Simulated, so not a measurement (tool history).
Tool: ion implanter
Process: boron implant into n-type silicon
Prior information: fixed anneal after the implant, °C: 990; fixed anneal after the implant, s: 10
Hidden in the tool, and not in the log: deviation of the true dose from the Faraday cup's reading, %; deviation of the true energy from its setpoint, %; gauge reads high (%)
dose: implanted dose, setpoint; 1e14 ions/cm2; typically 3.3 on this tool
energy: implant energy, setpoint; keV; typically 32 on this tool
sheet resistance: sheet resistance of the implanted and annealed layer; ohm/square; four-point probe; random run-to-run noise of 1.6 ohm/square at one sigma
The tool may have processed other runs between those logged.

run	day	dose	energy	wafers since the last listed run	hours since the last dose calibration	hours since the extraction supply was calibrated	hours since the gauge calibration	read-back reference wafer on the same gauge, sheet resistance	sheet resistance
1	0	3.3	32	0	257.3	2572	514	364.09	324.31
2	2.4	3.3	32	1832	314.9	2629.6	571.6	365.54	326.75
3	6.158	3.3	32	2869	405.1	2719.8	661.8	365.23	331.91
4	8.688	3.3	32	1930	465.8	2780.5	722.5	364.43	327.31
# day 11.162: Faraday cup replaced and dose calibrated
5	12.983	4.03	36.5	3025	43.7	2883.6	825.6	364.79	275.82
6	15.004	4.03	36.5	1542	92.2	2932.1	874.1	364.91	276.41
7	17.158	4.03	36.5	1644	143.9	2983.8	925.8	365.25	278.44
8	21.504	3.3	32	3317	248.2	3088.1	1030.1	364.48	330.31
9	25.933	3.3	32	3381	354.5	3194.4	1136.4	365.19	329.34
10	28.562	3.3	32	2007	417.6	3257.5	1199.5	365.12	330.41
# day 30.733: extraction supply calibrated
11	31.521	3.3	32	2004	488.6	18.9	1270.5	365.87	328.8
12	33.175	3.3	32	1262	528.3	58.6	1310.2	364.73	331.47
# day 35.35: Faraday cup replaced and dose calibrated
13	36.475	3.3	32	2264	27	137.8	1389.4	365.13	334.92
14	38.192	2.71	32	1310	68.2	179	1430.6	364.57	383.91
15	39.821	3.3	32	1243	107.3	218.1	1469.7	364.45	334.07
# day 43.392: gauge calibrated
16	44.279	3.68	41.5	3403	214.3	325.1	21.3	365.48	304.67
17	48.408	3.3	32	3152	313.4	424.2	120.4	365	340.68
18	51.05	3.3	42	2016	376.8	487.6	183.8	365.14	328.2
# day 53.617: Faraday cup replaced and dose calibrated, repeated, since the last time left the tool worse
19	57.571	4.06	36	4723	94.9	644.1	340.3	364.52	278.42
20	61.238	3.62	25.5	2799	182.9	732.1	428.3	364.65	311.03
21	62.9	3.3	32	1269	222.8	772	468.2	364.55	327.23
22	66.771	2.82	28.5	2955	315.7	864.9	561.1	365.3	372.29
23	70.942	2.86	26	3184	415.8	965	661.2	364.55	371.54
24	73.958	2.43	32	2303	488.2	1037.4	733.6	365.02	412.7
25	76.825	3.3	32	2188	557	1106.2	802.4	364.72	326.75

Across each entry between runs, compare the hidden state at the last listed run before it with the hidden state at the first listed run after it:
From run 4 to run 5: Faraday cup replaced and dose calibrated (day 11.162)
  deviation of the true dose from the Faraday cup's reading, %: -1.94 -> -0.622
  measured value less the no-hidden-state value, sheet resistance: +4.76 -> +1.31 ohm/square
From run 10 to run 11: extraction supply calibrated (day 30.733)
  deviation of the true dose from the Faraday cup's reading, %: -2.43 -> -2.53
  measured value less the no-hidden-state value, sheet resistance: +6.02 -> +6.23 ohm/square
From run 12 to run 13: Faraday cup replaced and dose calibrated (day 35.35)
  deviation of the true dose from the Faraday cup's reading, %: -2.57 -> -4.47
  measured value less the no-hidden-state value, sheet resistance: +6.38 -> +11.23 ohm/square
From run 15 to run 16: gauge calibrated (day 43.392)
  deviation of the true dose from the Faraday cup's reading, %: -5.25 -> -5.89
  measured value less the no-hidden-state value, sheet resistance: +13.15 -> +13.33 ohm/square
From run 18 to run 19: Faraday cup replaced and dose calibrated, repeated, since the last time left the tool worse (day 53.617)
  deviation of the true dose from the Faraday cup's reading, %: -6.4 -> -1.01
  measured value less the no-hidden-state value, sheet resistance: +15.3 -> +2.13 ohm/square
